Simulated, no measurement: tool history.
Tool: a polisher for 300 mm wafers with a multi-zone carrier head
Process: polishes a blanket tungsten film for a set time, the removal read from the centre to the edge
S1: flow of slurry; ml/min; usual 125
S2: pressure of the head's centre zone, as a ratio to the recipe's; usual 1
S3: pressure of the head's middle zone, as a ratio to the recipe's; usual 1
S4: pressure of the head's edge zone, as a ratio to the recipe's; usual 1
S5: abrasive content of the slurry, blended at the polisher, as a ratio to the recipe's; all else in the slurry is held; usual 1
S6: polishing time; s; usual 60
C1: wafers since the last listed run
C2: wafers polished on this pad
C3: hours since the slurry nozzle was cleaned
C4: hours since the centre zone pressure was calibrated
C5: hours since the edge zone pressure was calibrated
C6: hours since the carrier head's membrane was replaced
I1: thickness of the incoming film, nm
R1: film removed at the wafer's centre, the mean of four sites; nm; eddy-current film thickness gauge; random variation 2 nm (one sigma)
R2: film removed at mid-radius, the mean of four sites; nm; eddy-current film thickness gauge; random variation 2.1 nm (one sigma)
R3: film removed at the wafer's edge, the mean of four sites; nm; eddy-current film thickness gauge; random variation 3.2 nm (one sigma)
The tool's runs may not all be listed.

run	hour	S1	S2	S3	S4	S5	S6	C1	C2	C3	C4	C5	C6	I1	R1	R2	R3
1	0	145	1.06	1	1	1	65	0	195	344.6	392.3	26.9	526.1	772.1	312.2	292.7	285.4
2	63	125	0.91	1	1	1	41	996	1191	407.6	455.3	89.9	589.1	763.8	162.1	177.3	171.6
3	95.6	125	1.1	1	1.03	1	60	515	1707	440.2	487.9	122.5	621.7	767	282	258.4	257.6
4	132.8	125	0.9	1	1	1	60	588	2295	477.4	525.1	159.7	658.9	783.4	238.5	256.4	256.6
5	195.4	125	1	1	1	1	60	989	3284	540	587.7	222.3	721.5	783.7	258.7	254.4	251.4
# hour 213.8: centre zone pressure recalibrated
6	244.6	125	1	1	1	1	53	746	4031	589.2	30.8	271.5	770.7	774.5	223.2	224	225.1
7	278.7	100	1.09	0.96	1	1	45	539	4570	623.3	64.9	305.6	804.8	764.4	192	173.6	181.4
8	314.9	125	1	1	1	0.85	60	572	5142	659.5	101.1	341.8	841	775.8	243.3	237.7	238.6
9	361.4	90	1	1.12	1	1	60	735	5877	706	147.6	388.3	887.5	770.3	226.5	251.2	233.6
10	405.5	125	1	1	1	1	60	697	6575	750.1	191.7	432.4	931.6	759.6	251.7	248.9	246.9
11	446.4	125	1	1	1	1	60	646	7221	791	232.6	473.3	972.5	783.4	250.2	250	249.1
# hour 454.5: worn pad replaced by a new one
12	487.6	125	1	0.94	1	1	72	588	522	832.2	273.8	514.5	1013.7	775.1	313	299.4	308
# hour 499.1: slurry nozzle cleaned
13	522.6	125	1	1	1	1	60	537	1060	23.5	308.8	549.5	1048.7	775.4	261.9	259.4	257.1
14	569.1	160	1	1	1	0.75	60	735	1795	70	355.3	596	1095.2	774.4	249.5	243.6	238.3
15	620.5	80	1	1.08	1	0.75	52	812	2608	121.4	406.7	647.4	1146.6	759.6	171.2	185.1	176.3
16	677.4	125	1	1	1	1	60	899	3507	178.3	463.6	704.3	1203.5	769.3	257.8	259.6	247.6
17	721.6	170	0.94	1	1	1	80	698	4206	222.5	507.8	748.5	1247.7	782.9	340.4	359.6	351.7
18	768.6	125	1	1	1.09	1.3	60	743	4949	269.5	554.8	795.5	1294.7	773	277.7	270.6	280.5
19	817.3	125	1.09	1	1.04	1	70	769	5719	318.2	603.5	844.2	1343.4	772.2	317.1	291.4	297.9
20	863.1	125	1	1	0.95	1	60	724	6443	364	649.3	890	1389.2	767.5	251.8	249.6	240.6
21	898.8	125	1	1.08	1	1	60	564	7008	399.7	685	925.7	1424.9	778.3	252.7	266.1	240.3

Forecast each of these 5 alternatives for the next run:
A	899.2	125	1	0.93	1	1	60	6	7014	400.1	685.4	926.1	1425.3	758.6	?	?	?
B	899.2	125	0.97	1.07	1.09	0.9	60	6	7014	400.1	685.4	926.1	1425.3	758.6	?	?	?
C	899.2	125	1	1	0.94	1	60	6	7014	400.1	685.4	926.1	1425.3	758.6	?	?	?
D	899.2	125	1	1	1	1	68	6	7014	400.1	685.4	926.1	1425.3	758.6	?	?	?
E	899.2	125	1.11	1	0.92	1	60	6	7014	400.1	685.4	926.1	1425.3	758.6	?	?	?

run	R1	R2	R3
A	252.9	236.1	244.1
B	237.5	256	244.8
C	253	251	236.8
D	286.8	284.4	276.4
E	277.3	250.8	234.4
Without the tool's hidden state the same runs would have given:
run	R1	R2	R3
A	267.1	249.4	257.8
B	250.8	270.4	258.6
C	267.2	265	250.1
D	302.9	300.4	291.9
E	292.9	264.9	247.6

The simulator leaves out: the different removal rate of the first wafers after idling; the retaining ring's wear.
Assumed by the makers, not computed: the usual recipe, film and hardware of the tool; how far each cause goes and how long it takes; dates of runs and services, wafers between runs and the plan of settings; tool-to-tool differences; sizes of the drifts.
